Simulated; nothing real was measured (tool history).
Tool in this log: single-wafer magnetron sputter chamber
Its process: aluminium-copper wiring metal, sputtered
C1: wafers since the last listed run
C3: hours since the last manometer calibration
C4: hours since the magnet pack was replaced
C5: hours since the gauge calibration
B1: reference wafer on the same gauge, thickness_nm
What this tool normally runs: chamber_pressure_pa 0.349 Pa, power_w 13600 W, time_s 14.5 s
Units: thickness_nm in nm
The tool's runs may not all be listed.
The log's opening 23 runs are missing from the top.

run 24 hour=1259.5 | chamber_pressure_pa=0.349 power_w=13600 time_s=14.5 | C1=1425 wafers_on_the_sputter_target=15232 C3=227.8 C4=1197.3 C5=799.9 | B1=353.483 | thickness_nm=353.035
-- hour=1282.6 sputter target and shields replaced
run 25 hour=1319.5 | chamber_pressure_pa=0.349 power_w=13600 time_s=14.5 | C1=1611 wafers_on_the_sputter_target=1144 C3=287.8 C4=1257.3 C5=859.9 | B1=353.565 | thickness_nm=368.548
run 26 hour=1360.3 | chamber_pressure_pa=0.349 power_w=10700 time_s=14.5 | C1=1264 wafers_on_the_sputter_target=2408 C3=328.6 C4=1298.1 C5=900.7 | B1=352.985 | thickness_nm=287.677
run 27 hour=1424.5 | chamber_pressure_pa=0.349 power_w=13600 time_s=15.7 | C1=1989 wafers_on_the_sputter_target=4398 C3=392.8 C4=1362.3 C5=964.9 | B1=353.007 | thickness_nm=395.698
run 28 hour=1495.0 | chamber_pressure_pa=0.262 power_w=13600 time_s=14.5 | C1=2184 wafers_on_the_sputter_target=6583 C3=463.3 C4=1432.8 C5=1035.4 | B1=353.649 | thickness_nm=375.884
run 29 hour=1549.9 | chamber_pressure_pa=0.349 power_w=13600 time_s=14.5 | C1=1701 wafers_on_the_sputter_target=8284 C3=518.2 C4=1487.7 C5=1090.3 | B1=352.753 | thickness_nm=363.555
run 30 hour=1597.2 | chamber_pressure_pa=0.286 power_w=13600 time_s=12.9 | C1=1465 wafers_on_the_sputter_target=9750 C3=565.5 C4=1535.0 C5=1137.6 | B1=352.820 | thickness_nm=330.829
run 31 hour=1626.7 | chamber_pressure_pa=0.429 power_w=13600 time_s=12.2 | C1=914 wafers_on_the_sputter_target=10664 C3=595.0 C4=1564.5 C5=1167.1 | B1=353.173 | thickness_nm=295.019
run 32 hour=1670.1 | chamber_pressure_pa=0.349 power_w=13600 time_s=14.5 | C1=1345 wafers_on_the_sputter_target=12009 C3=638.4 C4=1607.9 C5=1210.5 | B1=353.398 | thickness_nm=358.802
run 33 hour=1758.0 | chamber_pressure_pa=0.418 power_w=15850 time_s=14.5 | C1=2724 wafers_on_the_sputter_target=14733 C3=726.3 C4=1695.8 C5=1298.4 | B1=352.611 | thickness_nm=404.660

Below are 5 alternative next runs, each starting from the tool's condition after run 33. Predict each:
run A hour=1758.4 | chamber_pressure_pa=0.349 power_w=13600 time_s=14.5 | C1=12 wafers_on_the_sputter_target=14746 C3=726.7 C4=1696.2 C5=1298.8 | B1=? | thickness_nm=?
run B hour=1758.4 | chamber_pressure_pa=0.349 power_w=16350 time_s=13.5 | C1=12 wafers_on_the_sputter_target=14746 C3=726.7 C4=1696.2 C5=1298.8 | B1=? | thickness_nm=?
run C hour=1758.4 | chamber_pressure_pa=0.349 power_w=13600 time_s=16.6 | C1=12 wafers_on_the_sputter_target=14746 C3=726.7 C4=1696.2 C5=1298.8 | B1=? | thickness_nm=?
run D hour=1758.4 | chamber_pressure_pa=0.236 power_w=16900 time_s=12.0 | C1=12 wafers_on_the_sputter_target=14746 C3=726.7 C4=1696.2 C5=1298.8 | B1=? | thickness_nm=?
run E hour=1758.4 | chamber_pressure_pa=0.349 power_w=11900 time_s=14.5 | C1=12 wafers_on_the_sputter_target=14746 C3=726.7 C4=1696.2 C5=1298.8 | B1=? | thickness_nm=?

run=A B1=352.820 thickness_nm=354.063
run=B B1=352.820 thickness_nm=396.301
run=C B1=352.820 thickness_nm=405.341
run=D B1=352.820 thickness_nm=378.921
run=E B1=352.820 thickness_nm=309.805
Without the tool's hidden state the same runs would have given:
run=A thickness_nm=365.290
run=B thickness_nm=408.867
run=C thickness_nm=418.194
run=D thickness_nm=390.936
run=E thickness_nm=319.629
